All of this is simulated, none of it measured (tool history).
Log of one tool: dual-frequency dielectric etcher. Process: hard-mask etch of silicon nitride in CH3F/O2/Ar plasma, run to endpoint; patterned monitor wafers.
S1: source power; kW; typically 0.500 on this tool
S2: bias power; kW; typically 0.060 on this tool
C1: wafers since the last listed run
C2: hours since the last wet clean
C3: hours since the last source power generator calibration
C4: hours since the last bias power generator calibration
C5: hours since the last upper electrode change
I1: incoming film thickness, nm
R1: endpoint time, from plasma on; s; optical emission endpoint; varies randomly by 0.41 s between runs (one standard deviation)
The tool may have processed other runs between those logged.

| run | hour | S1 | S2 | C1 | C2 | C3 | C4 | C5 | I1 | R1 |
|---|---|---|---|---|---|---|---|---|---|---|
| 1 | 0.0 | 0.450 | 0.060 | 0 | 406.0 | 1129.6 | 1718.6 | 3773.5 | 54.2 | 78.9 |
| 2 | 107.0 | 0.450 | 0.060 | 932 | 513.0 | 1236.6 | 1825.6 | 3880.5 | 54.4 | 78.6 |
|  | 153.0 | wet clean of the chamber |
| 3 | 156.6 | 0.500 | 0.070 | 222 | 3.6 | 1286.2 | 1875.2 | 3930.1 | 55.1 | 71.8 |
| 4 | 256.1 | 0.500 | 0.070 | 866 | 103.1 | 1385.7 | 1974.7 | 4029.6 | 54.7 | 70.8 |
| 5 | 322.4 | 0.500 | 0.070 | 577 | 169.4 | 1452.0 | 2041.0 | 4095.9 | 54.1 | 70.1 |
| 6 | 389.5 | 0.550 | 0.064 | 584 | 236.5 | 1519.1 | 2108.1 | 4163.0 | 54.6 | 68.5 |
| 7 | 428.3 | 0.500 | 0.060 | 337 | 275.3 | 1557.9 | 2146.9 | 4201.8 | 55.0 | 75.8 |
| 8 | 521.4 | 0.500 | 0.071 | 810 | 368.4 | 1651.0 | 2240.0 | 4294.9 | 54.8 | 69.8 |
| 9 | 627.7 | 0.500 | 0.060 | 925 | 474.7 | 1757.3 | 2346.3 | 4401.2 | 53.6 | 72.7 |
| 10 | 673.7 | 0.500 | 0.060 | 400 | 520.7 | 1803.3 | 2392.3 | 4447.2 | 54.0 | 72.4 |
|  | 741.4 | wet clean of the chamber |
| 11 | 741.9 | 0.500 | 0.060 | 385 | 0.5 | 1871.5 | 2460.5 | 4515.4 | 54.6 | 75.9 |
| 12 | 790.5 | 0.500 | 0.060 | 423 | 49.1 | 1920.1 | 2509.1 | 4564.0 | 54.0 | 75.4 |
| 13 | 882.4 | 0.500 | 0.060 | 800 | 141.0 | 2012.0 | 2601.0 | 4655.9 | 54.6 | 75.4 |
|  | 917.5 | bias power generator calibrated |
| 14 | 986.2 | 0.500 | 0.060 | 869 | 244.8 | 2115.8 | 68.7 | 4759.7 | 54.8 | 73.9 |
| 15 | 1048.3 | 0.500 | 0.070 | 540 | 306.9 | 2177.9 | 130.8 | 4821.8 | 54.7 | 68.8 |
| 16 | 1109.9 | 0.460 | 0.050 | 536 | 368.5 | 2239.5 | 192.4 | 4883.4 | 54.7 | 84.1 |
| 17 | 1216.6 | 0.500 | 0.060 | 929 | 475.2 | 2346.2 | 299.1 | 4990.1 | 54.5 | 72.7 |
| 18 | 1269.2 | 0.610 | 0.047 | 458 | 527.8 | 2398.8 | 351.7 | 5042.7 | 54.3 | 71.4 |
| 19 | 1318.3 | 0.500 | 0.049 | 427 | 576.9 | 2447.9 | 400.8 | 5091.8 | 54.8 | 79.7 |
|  | 1370.7 | wet clean of the chamber |
| 20 | 1381.3 | 0.460 | 0.069 | 339 | 10.6 | 2510.9 | 463.8 | 5154.8 | 54.9 | 74.8 |
|  | 1389.3 | source power generator calibrated |
| 21 | 1457.9 | 0.560 | 0.047 | 632 | 87.2 | 68.6 | 540.4 | 5231.4 | 54.6 | 78.4 |
| 22 | 1517.2 | 0.410 | 0.054 | 516 | 146.5 | 127.9 | 599.7 | 5290.7 | 54.2 | 89.8 |
| 23 | 1601.8 | 0.500 | 0.060 | 736 | 231.1 | 212.5 | 684.3 | 5375.3 | 54.7 | 74.8 |
| 24 | 1647.1 | 0.500 | 0.060 | 394 | 276.4 | 257.8 | 729.6 | 5420.6 | 55.1 | 75.3 |
|  | 1715.7 | upper electrode replaced |
|  | 1855.8 | wet clean of the chamber |
| 25 | 1887.4 | 0.580 | 0.052 | 1675 | 31.6 | 498.1 | 969.9 | 171.7 | 54.8 | 74.3 |
| 26 | 1975.1 | 0.390 | 0.073 | 763 | 119.3 | 585.8 | 1057.6 | 259.4 | 54.8 | 82.4 |
| 27 | 2080.1 | 0.400 | 0.046 | 914 | 224.3 | 690.8 | 1162.6 | 364.4 | 54.8 | 98.6 |
| 28 | 2185.7 | 0.500 | 0.060 | 919 | 329.9 | 796.4 | 1268.2 | 470.0 | 54.6 | 73.9 |
| 29 | 2226.5 | 0.500 | 0.068 | 355 | 370.7 | 837.2 | 1309.0 | 510.8 | 54.2 | 69.4 |

Forecast each of these 3 alternatives for the next run:
| A | 2226.9 | 0.580 | 0.060 | 3 | 371.1 | 837.6 | 1309.4 | 511.2 | 54.6 | ? |
| B | 2226.9 | 0.460 | 0.071 | 3 | 371.1 | 837.6 | 1309.4 | 511.2 | 54.6 | ? |
| C | 2226.9 | 0.570 | 0.064 | 3 | 371.1 | 837.6 | 1309.4 | 511.2 | 54.6 | ? |

| run | R1 |
|---|---|
| A | 67.6 |
| B | 72.3 |
| C | 66.4 |
What these runs would have given with no unlogged condition in the tool:
| run | R1 |
|---|---|
| A | 68.2 |
| B | 72.8 |
| C | 67.0 |
